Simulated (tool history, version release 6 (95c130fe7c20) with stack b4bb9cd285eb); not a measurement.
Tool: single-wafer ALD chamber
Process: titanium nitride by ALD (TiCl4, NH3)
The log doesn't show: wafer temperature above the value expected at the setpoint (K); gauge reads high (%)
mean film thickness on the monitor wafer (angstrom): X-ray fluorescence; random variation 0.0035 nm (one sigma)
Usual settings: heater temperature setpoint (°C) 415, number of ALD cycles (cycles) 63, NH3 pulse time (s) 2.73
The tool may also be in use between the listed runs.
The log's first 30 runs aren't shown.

| run | hour | heater temperature setpoint (°C) | number of ALD cycles (cycles) | NH3 pulse time (s) | wafers since the last listed run | hours since the last thermocouple change | hours since the showerhead was replaced | hours since the gauge calibration | read-back reference wafer on the same gauge, thickness_nm | mean film thickness on the monitor wafer (angstrom) |
|---|---|---|---|---|---|---|---|---|---|---|
| 31 | 809.7 | 415 | 63 | 2.24 | 80 | 454.2 | 317.8 | 427.9 | 1.133 | 13.8 |
| 32 | 844.5 | 429 | 68 | 2.06 | 100 | 489 | 352.6 | 462.7 | 1.131 | 14.9 |
| 33 | 871.6 | 419 | 56 | 2.73 | 77 | 516.1 | 379.7 | 489.8 | 1.131 | 12.34 |
| 34 | 886.8 | 415 | 63 | 2.73 | 43 | 531.3 | 394.9 | 505 | 1.13 | 13.87 |
| 35 | 904.4 | 415 | 63 | 2.73 | 50 | 548.9 | 412.5 | 522.6 | 1.129 | 13.87 |
| 36 | 929.8 | 415 | 63 | 2.73 | 73 | 574.3 | 437.9 | 548 | 1.128 | 13.82 |
| 37 | 948 | 415 | 63 | 2.24 | 52 | 592.5 | 456.1 | 566.2 | 1.128 | 13.82 |
| 38 | 980.7 | 406 | 63 | 2.73 | 94 | 625.2 | 488.8 | 598.9 | 1.125 | 13.8 |
|  | 1002.1 | gauge calibrated |
| 39 | 1014.1 | 401 | 66 | 3.44 | 96 | 658.6 | 522.2 | 12 | 1.15 | 14.82 |

5 ways to go on from here, each from the tool as it stands after run 39. What would each give?
| A | 1014.7 | 415 | 58 | 2.73 | 1 | 659.2 | 522.8 | 12.6 | ? | ? |
| B | 1014.7 | 415 | 52 | 2.41 | 1 | 659.2 | 522.8 | 12.6 | ? | ? |
| C | 1014.7 | 424 | 53 | 2.13 | 1 | 659.2 | 522.8 | 12.6 | ? | ? |
| D | 1014.7 | 421 | 63 | 3.25 | 1 | 659.2 | 522.8 | 12.6 | ? | ? |
| E | 1014.7 | 415 | 63 | 3.2 | 1 | 659.2 | 522.8 | 12.6 | ? | ? |

| run | read-back reference wafer on the same gauge, thickness_nm | mean film thickness on the monitor wafer (angstrom) |
|---|---|---|
| A | 1.151 | 12.97 |
| B | 1.151 | 11.6 |
| C | 1.151 | 11.82 |
| D | 1.151 | 14.15 |
| E | 1.151 | 14.13 |
Without the tool's hidden state the same runs would have given:
| run | mean film thickness on the monitor wafer (angstrom) |
|---|---|
| A | 12.96 |
| B | 11.59 |
| C | 11.81 |
| D | 14.14 |
| E | 14.12 |
